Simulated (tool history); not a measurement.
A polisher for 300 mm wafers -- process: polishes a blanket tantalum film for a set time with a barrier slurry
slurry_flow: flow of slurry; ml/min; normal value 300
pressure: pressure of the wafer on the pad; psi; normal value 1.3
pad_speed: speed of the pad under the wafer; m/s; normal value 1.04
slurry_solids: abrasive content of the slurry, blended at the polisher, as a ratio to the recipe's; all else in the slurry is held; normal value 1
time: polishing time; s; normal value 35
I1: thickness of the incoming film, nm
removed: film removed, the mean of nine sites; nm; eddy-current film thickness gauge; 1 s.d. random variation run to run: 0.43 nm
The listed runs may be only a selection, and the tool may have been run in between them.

Run 1, day 0: usual settings; I1 319.3. Result: removed 44.3 nm.
Run 2, day 2.296: usual settings; I1 323.6. Result: removed 44.7 nm.
Run 3, day 3.946: usual settings; I1 319.3. Result: removed 44.1 nm.
Run 4, day 5.971: usual settings; I1 325.8. Result: removed 44.4 nm.
Run 5, day 7.279: usual settings; I1 317.1. Result: removed 44 nm.
Run 6, day 9.838: usual settings; I1 322.1. Result: removed 44 nm.
Run 7, day 11.525: usual settings; I1 317.2. Result: removed 46.6 nm.
Run 8, day 13.279: usual settings; I1 321.6. Result: removed 45.8 nm.
Run 9, day 14.629: usual settings; I1 321.5. Result: removed 46.2 nm.
Run 10, day 16.546: usual settings; I1 322.1. Result: removed 45.2 nm.
Run 11, day 18.862: usual settings; I1 323. Result: removed 45.5 nm.
Run 12, day 20.55: usual settings; I1 318.7. Result: removed 45.2 nm.
Run 13, day 23.275: usual settings; I1 318.4. Result: removed 44.6 nm.
Run 14, day 26.242: usual settings but pad_speed 1.16 m/s, slurry_solids 0.9; I1 317.7. Result: removed 47.2 nm.
Run 15, day 27.788: usual settings; I1 313.9. Result: removed 45.2 nm.
Run 16, day 30.508: usual settings; I1 321.2. Result: removed 44.5 nm.
Run 17, day 32.671: usual settings but pad_speed 1.36 m/s, time 29 s; I1 321.9. Result: removed 46 nm.
Run 18, day 35.504: usual settings but slurry_flow 245 ml/min, slurry_solids 1.1, time 45 s; I1 320.2. Result: removed 57.2 nm.
Run 19, day 37.767: usual settings but pad_speed 0.88 m/s, slurry_solids 0.8; I1 316.3. Result: removed 36.2 nm.
Run 20, day 40.558: usual settings; I1 317.8. Result: removed 44.6 nm.
Run 21, day 42.592: usual settings; I1 323.5. Result: removed 44.9 nm.
Run 22, day 45.521: usual settings but pressure 0.9 psi; I1 316.4. Result: removed 31.8 nm.
Run 23, day 47.675: usual settings but slurry_flow 365 ml/min, pressure 1.7 psi, pad_speed 1.34 m/s, slurry_solids 0.8; I1 321.5. Result: removed 64.9 nm.
Run 24, day 50.617: usual settings but slurry_flow 270 ml/min; I1 314.5. Result: removed 44 nm.
Run 25, day 53.138: usual settings; I1 319. Result: removed 44.1 nm.
Run 26, day 54.554: usual settings but pressure 1.2 psi, pad_speed 0.84 m/s, time 43 s; I1 322.2. Result: removed 42.1 nm.

Missing from the log above: 17 entries noted between runs. For each, name the pair of listed runs it sits between and say how the tool's hidden condition differs from the listed run just before to the listed run just after:
In the gap between runs 1 and 2: worn pad replaced by a new one (day 0.729)
  slurry flow missing at the pad, %: 35.5 -> 37.5
  measured minus no-state result, removed: -1.9 -> -2.1 nm
In the gap between runs 2 and 3: head pressure recalibrated (day 2.475)
  slurry flow missing at the pad, %: 37.5 -> 38.6
  measured minus no-state result, removed: -2.1 -> -2.2 nm
In the gap between runs 4 and 5: slurry blender recalibrated (day 6.562)
  slurry flow missing at the pad, %: 39.6 -> 40.2
  measured minus no-state result, removed: -2.2 -> -2.2 nm
In the gap between runs 6 and 7: slurry nozzle cleaned (day 10.988); worn pad replaced by a new one (day 11.504)
  slurry flow missing at the pad, %: 41 -> 5.24
  measured minus no-state result, removed: -2.3 -> -0.2 nm
In the gap between runs 9 and 10: slurry blender recalibrated (day 16.425)
  slurry flow missing at the pad, %: 18.2 -> 24
  measured minus no-state result, removed: -0.8 -> -1.2 nm
In the gap between runs 11 and 12: head pressure recalibrated (day 19.017)
  slurry flow missing at the pad, %: 29.3 -> 32.2
  measured minus no-state result, removed: -1.5 -> -1.6 nm
In the gap between runs 12 and 13: worn pad replaced by a new one (day 22.396)
  slurry flow missing at the pad, %: 32.2 -> 35.9
  measured minus no-state result, removed: -1.6 -> -1.9 nm
In the gap between runs 15 and 16: slurry blender recalibrated (day 28.817)
  slurry flow missing at the pad, %: 39.7 -> 41.1
  measured minus no-state result, removed: -2.2 -> -2.4 nm
In the gap between runs 16 and 17: worn pad replaced by a new one (day 31.696)
  slurry flow missing at the pad, %: 41.1 -> 41.9
  measured minus no-state result, removed: -2.4 -> -2.6 nm
In the gap between runs 17 and 18: head pressure recalibrated (day 33.612)
  slurry flow missing at the pad, %: 41.9 -> 42.7
  measured minus no-state result, removed: -2.6 -> -3.8 nm
In the gap between runs 18 and 19: slurry nozzle cleaned (day 35.9)
  slurry flow missing at the pad, %: 42.7 -> 14
  measured minus no-state result, removed: -3.8 -> -0.5 nm
In the gap between runs 20 and 21: slurry blender recalibrated (day 41.225); worn pad replaced by a new one (day 41.242)
  slurry flow missing at the pad, %: 24 -> 29.4
  measured minus no-state result, removed: -1.1 -> -1.5 nm
In the gap between runs 23 and 24: head pressure recalibrated (day 49.054)
  slurry flow missing at the pad, %: 37.9 -> 40.8
  measured minus no-state result, removed: -2.5 -> -2.5 nm
In the gap between runs 24 and 25: worn pad replaced by a new one (day 51.308); slurry blender recalibrated (day 52.1)
  slurry flow missing at the pad, %: 40.8 -> 42.6
  measured minus no-state result, removed: -2.5 -> -2.4 nm
